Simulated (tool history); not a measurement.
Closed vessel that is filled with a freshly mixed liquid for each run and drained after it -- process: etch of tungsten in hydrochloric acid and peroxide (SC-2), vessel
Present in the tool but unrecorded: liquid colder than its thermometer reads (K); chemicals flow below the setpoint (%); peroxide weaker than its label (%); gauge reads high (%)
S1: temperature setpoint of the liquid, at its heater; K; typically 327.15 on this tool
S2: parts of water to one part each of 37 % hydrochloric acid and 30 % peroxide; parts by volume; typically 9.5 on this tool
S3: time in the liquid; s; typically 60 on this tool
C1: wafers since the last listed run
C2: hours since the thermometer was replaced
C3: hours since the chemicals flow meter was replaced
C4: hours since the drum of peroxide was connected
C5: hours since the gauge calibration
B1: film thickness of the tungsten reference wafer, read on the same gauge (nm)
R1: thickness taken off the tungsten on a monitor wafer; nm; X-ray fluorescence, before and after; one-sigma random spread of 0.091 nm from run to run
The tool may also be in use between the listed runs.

run,hour,S1,S2,S3,C1,C2,C3,C4,C5,B1,R1
1,0.0,327.15,9.5,85,0,761.6,637.8,584.8,165.4,69.99,19.88
2,15.5,327.15,9.5,60,1767,777.1,653.3,600.3,180.9,69.95,13.96
3,33.0,327.15,9.5,60,1995,794.6,670.8,617.8,198.4,70.01,13.95
4,42.1,327.15,9.5,60,1037,803.7,679.9,626.9,207.5,70.02,13.79
5,55.6,327.15,9.5,60,1539,817.2,693.4,640.4,221.0,70.03,14.07
6,66.7,327.15,9.5,60,1265,828.3,704.5,651.5,232.1,70.00,13.76
7,73.0,327.15,9.5,60,718,834.6,710.8,657.8,238.4,70.00,13.87
8,81.3,327.15,9.5,60,946,842.9,719.1,666.1,246.7,70.00,13.96
# hour 82.4: thermometer replaced
9,87.3,327.15,12.0,80,570,4.9,725.1,672.1,252.7,70.00,14.31
# hour 109.4: gauge calibrated
10,130.7,327.15,7.5,85,4948,48.3,768.5,715.5,21.3,70.04,22.25
11,137.2,334.65,7.5,50,741,54.8,775.0,722.0,27.8,69.99,21.39
12,150.7,327.15,9.5,60,1539,68.3,788.5,735.5,41.3,70.00,13.07
13,162.4,323.15,9.5,30,1333,80.0,800.2,747.2,53.0,70.01,4.92
# hour 164.5: thermometer replaced, repeated, since the last time left the tool worse
# hour 167.9: chemicals flow meter replaced
14,169.6,327.15,9.5,30,592,5.1,1.7,754.4,60.2,70.06,7.43
15,175.8,327.15,11.0,35,706,11.3,7.9,760.6,66.4,70.00,7.69
16,188.8,332.65,13.0,60,1482,24.3,20.9,773.6,79.4,70.00,16.13
17,205.1,317.65,13.5,30,1858,40.6,37.2,789.9,95.7,69.98,2.91
# hour 208.0: new drum of peroxide connected
18,214.5,327.15,9.5,60,957,50.0,46.6,6.5,105.1,70.00,14.99
19,229.5,327.15,14.5,60,1710,65.0,61.6,21.5,120.1,70.02,10.30
20,246.7,327.15,13.5,35,1961,82.2,78.8,38.7,137.3,69.98,6.38
21,264.1,327.15,12.0,60,1983,99.6,96.2,56.1,154.7,70.01,12.22
22,276.7,330.65,8.0,60,1436,112.2,108.8,68.7,167.3,70.00,21.31
23,288.0,327.15,9.5,60,1288,123.5,120.1,80.0,178.6,69.99,14.72
24,294.1,327.15,9.5,60,695,129.6,126.2,86.1,184.7,69.98,14.78
25,308.1,327.15,14.5,80,1596,143.6,140.2,100.1,198.7,70.01,13.73
26,324.0,332.65,13.0,60,1812,159.5,156.1,116.0,214.6,70.05,15.85
27,330.7,335.15,12.0,85,763,166.2,162.8,122.7,221.3,70.05,28.25
28,345.3,332.65,13.0,60,1664,180.8,177.4,137.3,235.9,70.02,15.85
29,356.0,334.65,7.5,50,1219,191.5,188.1,148.0,246.6,70.03,23.74

Below are 5 alternative next runs, each starting from the tool's condition after run 29. Predict each:
A,356.7,327.15,9.5,70,79,192.2,188.8,148.7,247.3,?,?
B,356.7,327.15,7.0,60,79,192.2,188.8,148.7,247.3,?,?
C,356.7,324.15,9.5,60,79,192.2,188.8,148.7,247.3,?,?
D,356.7,320.15,9.5,60,79,192.2,188.8,148.7,247.3,?,?
E,356.7,327.15,8.0,95,79,192.2,188.8,148.7,247.3,?,?

run,B1,R1
A,70.00,17.26
B,70.00,18.91
C,70.00,12.15
D,70.00,9.28
E,70.00,26.94
The same runs, with their run-to-run variation unchanged, on a tool lacking any hidden condition would have given:
run,R1
A,17.56
B,19.23
C,12.36
D,9.45
E,27.40
